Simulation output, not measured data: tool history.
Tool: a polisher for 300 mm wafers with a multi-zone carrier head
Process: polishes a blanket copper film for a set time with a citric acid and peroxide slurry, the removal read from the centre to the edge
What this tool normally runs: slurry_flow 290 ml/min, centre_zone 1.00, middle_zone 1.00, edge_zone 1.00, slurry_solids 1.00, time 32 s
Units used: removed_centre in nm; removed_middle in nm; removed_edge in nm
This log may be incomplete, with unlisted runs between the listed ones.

run	hour	slurry_flow	centre_zone	middle_zone	edge_zone	slurry_solids	time	wafers since the last listed run	wafers polished on this pad	hours since the slurry nozzle was cleaned	hours since the centre zone pressure was calibrated	hours since the edge zone pressure was calibrated	hours since the carrier head's membrane was replaced	incoming thickness of the incoming film, nm	removed_centre	removed_middle	removed_edge
1	0.0	290	1.00	1.00	1.00	1.00	32	0	715	28.6	657.5	53.3	1099.3	603.5	44.0	44.1	44.7
2	32.8	290	1.00	1.00	1.00	1.00	32	449	1165	61.4	690.3	86.1	1132.1	591.6	44.2	45.3	44.7
# hour 44.0: centre zone pressure recalibrated
3	51.2	290	1.00	1.00	1.00	1.00	32	224	1389	79.8	7.2	104.5	1150.5	606.5	43.5	44.6	43.3
4	71.9	290	1.10	1.05	1.00	1.00	39	283	1673	100.5	27.9	125.2	1171.2	607.2	55.7	55.1	53.1
5	88.7	290	1.00	1.00	1.00	0.85	32	230	1903	117.3	44.7	142.0	1188.0	597.6	40.9	42.3	41.8
6	111.1	290	0.95	1.00	1.00	1.00	23	306	2210	139.7	67.1	164.4	1210.4	613.3	28.2	29.7	29.7
# hour 126.1: worn pad replaced by a new one
7	139.8	290	1.00	1.00	1.00	1.00	32	338	187	168.4	95.8	193.1	1239.1	611.5	45.6	46.6	46.2
# hour 172.2: slurry nozzle cleaned
8	190.2	350	0.90	1.00	1.00	1.00	23	676	864	18.0	146.2	243.5	1289.5	602.2	30.1	32.6	32.9
9	206.9	290	1.00	0.92	1.00	1.00	40	228	1093	34.7	162.9	260.2	1306.2	605.5	55.3	52.2	56.1
10	238.4	235	1.00	1.00	1.00	1.00	32	431	1525	66.2	194.4	291.7	1337.7	599.3	44.2	43.2	43.5
11	273.3	290	1.00	1.00	1.00	1.00	29	478	2003	101.1	229.3	326.6	1372.6	597.8	37.6	39.5	38.6
12	288.2	290	1.00	1.10	1.00	1.00	32	204	2207	116.0	244.2	341.5	1387.5	597.4	42.2	46.1	42.0
13	314.2	290	1.00	1.00	1.00	1.25	32	356	2563	142.0	270.2	367.5	1413.5	602.9	42.6	43.7	42.7
# hour 330.8: worn pad replaced by a new one
# hour 336.5: carrier head's membrane replaced by a new one
14	345.5	290	1.07	0.95	1.00	1.00	32	305	132	173.3	301.5	398.8	9.0	597.2	47.2	44.7	46.0
15	359.0	290	1.00	1.00	1.00	1.00	43	184	317	186.8	315.0	412.3	22.5	604.0	60.4	60.4	61.5
16	392.6	290	1.00	1.00	0.94	1.10	27	460	777	220.4	348.6	445.9	56.1	608.1	38.8	39.3	38.0
# hour 394.6: slurry nozzle cleaned
17	406.4	375	1.09	0.90	1.00	1.00	38	175	953	11.8	362.4	459.7	69.9	601.5	58.1	51.0	53.8
18	426.7	290	1.00	1.00	1.00	1.00	32	278	1231	32.1	382.7	480.0	90.2	610.4	44.3	44.4	45.1
19	439.0	290	1.00	1.00	1.00	1.00	32	168	1399	44.4	395.0	492.3	102.5	596.2	43.2	44.9	44.3
20	458.8	290	1.00	0.89	0.97	1.00	36	271	1671	64.2	414.8	512.1	122.3	611.2	48.1	45.3	48.4
21	476.2	290	1.00	1.00	0.93	1.00	32	238	1909	81.6	432.2	529.5	139.7	598.5	43.2	42.7	41.9
# hour 503.5: worn pad replaced by a new one
22	532.8	290	1.00	1.00	1.00	1.00	28	720	400	138.2	488.8	586.1	196.3	597.9	38.9	40.1	38.7

3 ways to go on from here, each from the tool as it stands after run 22. What would each give?
A	533.2	290	1.00	1.00	1.00	1.00	32	5	406	138.6	489.2	586.5	196.7	599.6	?	?	?
B	533.2	290	1.05	1.00	0.90	1.10	28	5	406	138.6	489.2	586.5	196.7	599.6	?	?	?
C	533.2	290	1.00	1.04	1.00	1.00	26	5	406	138.6	489.2	586.5	196.7	599.6	?	?	?

run	removed_centre	removed_middle	removed_edge
A	45.5	45.2	45.0
B	42.4	40.3	38.5
C	37.0	37.8	36.5
Take away the tool's hidden state, keep each run's random variation, and the runs would have read:
run	removed_centre	removed_middle	removed_edge
A	45.9	45.6	45.3
B	42.7	40.6	38.8
C	37.3	38.1	36.8

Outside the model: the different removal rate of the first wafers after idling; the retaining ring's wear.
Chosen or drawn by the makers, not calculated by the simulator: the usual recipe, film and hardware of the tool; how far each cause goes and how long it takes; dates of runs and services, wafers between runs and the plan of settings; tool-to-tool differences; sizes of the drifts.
